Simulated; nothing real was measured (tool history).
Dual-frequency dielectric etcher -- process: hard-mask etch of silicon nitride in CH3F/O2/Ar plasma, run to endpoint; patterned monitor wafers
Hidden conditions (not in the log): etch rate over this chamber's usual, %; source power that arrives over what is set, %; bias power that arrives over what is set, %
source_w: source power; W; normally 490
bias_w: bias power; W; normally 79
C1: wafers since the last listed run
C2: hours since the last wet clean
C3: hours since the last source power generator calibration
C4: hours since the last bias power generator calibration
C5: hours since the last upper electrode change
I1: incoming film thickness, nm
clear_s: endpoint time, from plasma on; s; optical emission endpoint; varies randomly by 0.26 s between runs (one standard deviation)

run 1 hour=0.0 | source_w=490 bias_w=67 | C1=0 C2=405.7 C3=3402.9 C4=2344.2 C5=3850.4 | I1=54.7 | clear_s=88.6
run 2 hour=9.6 | source_w=490 bias_w=67 | C1=106 C2=415.3 C3=3412.5 C4=2353.8 C5=3860.0 | I1=54.8 | clear_s=88.9
run 3 hour=22.8 | source_w=490 bias_w=79 | C1=146 C2=428.5 C3=3425.7 C4=2367.0 C5=3873.2 | I1=55.2 | clear_s=83.2
run 4 hour=30.7 | source_w=490 bias_w=79 | C1=87 C2=436.4 C3=3433.6 C4=2374.9 C5=3881.1 | I1=54.7 | clear_s=82.7
run 5 hour=40.1 | source_w=490 bias_w=79 | C1=104 C2=445.8 C3=3443.0 C4=2384.3 C5=3890.5 | I1=54.8 | clear_s=82.3
run 6 hour=55.0 | source_w=490 bias_w=79 | C1=165 C2=460.7 C3=3457.9 C4=2399.2 C5=3905.4 | I1=55.6 | clear_s=84.1
run 7 hour=64.7 | source_w=430 bias_w=69 | C1=107 C2=470.4 C3=3467.6 C4=2408.9 C5=3915.1 | I1=54.8 | clear_s=90.5
run 8 hour=74.2 | source_w=490 bias_w=79 | C1=105 C2=479.9 C3=3477.1 C4=2418.4 C5=3924.6 | I1=55.1 | clear_s=83.0
run 9 hour=88.9 | source_w=490 bias_w=79 | C1=163 C2=494.6 C3=3491.8 C4=2433.1 C5=3939.3 | I1=54.9 | clear_s=82.6
run 10 hour=96.8 | source_w=490 bias_w=75 | C1=87 C2=502.5 C3=3499.7 C4=2441.0 C5=3947.2 | I1=54.8 | clear_s=84.3
-- hour=110.3 bias power generator calibrated
-- hour=122.5 upper electrode replaced
run 11 hour=123.0 | source_w=490 bias_w=75 | C1=110 C2=528.7 C3=3525.9 C4=12.7 C5=0.5 | I1=54.8 | clear_s=83.8
run 12 hour=123.4 | source_w=490 bias_w=93 | C1=4 C2=529.1 C3=3526.3 C4=13.1 C5=0.9 | I1=54.4 | clear_s=76.0
run 13 hour=124.4 | source_w=410 bias_w=90 | C1=11 C2=530.1 C3=3527.3 C4=14.1 C5=1.9 | I1=55.2 | clear_s=82.3
run 14 hour=136.3 | source_w=570 bias_w=79 | C1=132 C2=542.0 C3=3539.2 C4=26.0 C5=13.8 | I1=55.1 | clear_s=78.8
run 15 hour=153.5 | source_w=560 bias_w=79 | C1=191 C2=559.2 C3=3556.4 C4=43.2 C5=31.0 | I1=54.5 | clear_s=78.4
run 16 hour=160.8 | source_w=400 bias_w=65 | C1=81 C2=566.5 C3=3563.7 C4=50.5 C5=38.3 | I1=55.0 | clear_s=94.4
-- hour=185.6 wet clean of the chamber
run 17 hour=186.1 | source_w=490 bias_w=87 | C1=14 C2=0.5 C3=3589.0 C4=75.8 C5=63.6 | I1=54.5 | clear_s=80.9
run 18 hour=187.3 | source_w=430 bias_w=69 | C1=13 C2=1.7 C3=3590.2 C4=77.0 C5=64.8 | I1=54.6 | clear_s=92.5
-- hour=196.4 source power generator calibrated
run 19 hour=196.9 | source_w=490 bias_w=79 | C1=62 C2=11.3 C3=0.5 C4=86.6 C5=74.4 | I1=54.9 | clear_s=85.4
run 20 hour=200.7 | source_w=540 bias_w=61 | C1=42 C2=15.1 C3=4.3 C4=90.4 C5=78.2 | I1=55.1 | clear_s=91.4
run 21 hour=215.2 | source_w=490 bias_w=79 | C1=161 C2=29.6 C3=18.8 C4=104.9 C5=92.7 | I1=55.1 | clear_s=84.9
run 22 hour=227.3 | source_w=430 bias_w=61 | C1=134 C2=41.7 C3=30.9 C4=117.0 C5=104.8 | I1=54.5 | clear_s=97.1
run 23 hour=250.6 | source_w=490 bias_w=79 | C1=258 C2=65.0 C3=54.2 C4=140.3 C5=128.1 | I1=54.8 | clear_s=84.5
run 24 hour=264.1 | source_w=450 bias_w=94 | C1=150 C2=78.5 C3=67.7 C4=153.8 C5=141.6 | I1=54.9 | clear_s=80.6

How the hidden state differs across the entries between the runs, from the last listed run before each to the first after it:
In the gap between runs 10 and 11: bias power generator calibrated (hour 110.3); upper electrode replaced (hour 122.5)
  etch rate over this chamber's usual, %: 3.58 -> 3.78
  the result without the hidden state subtracted from the measured one, clear_s: -3.0 -> -3.1 s
In the gap between runs 16 and 17: wet clean of the chamber (hour 185.6)
  etch rate over this chamber's usual, %: 4.08 -> 0.511
  the result without the hidden state subtracted from the measured one, clear_s: -3.8 -> -0.4 s
In the gap between runs 18 and 19: source power generator calibrated (hour 196.4)
  etch rate over this chamber's usual, %: 0.521 -> 0.596
  the result without the hidden state subtracted from the measured one, clear_s: -0.5 -> -0.5 s
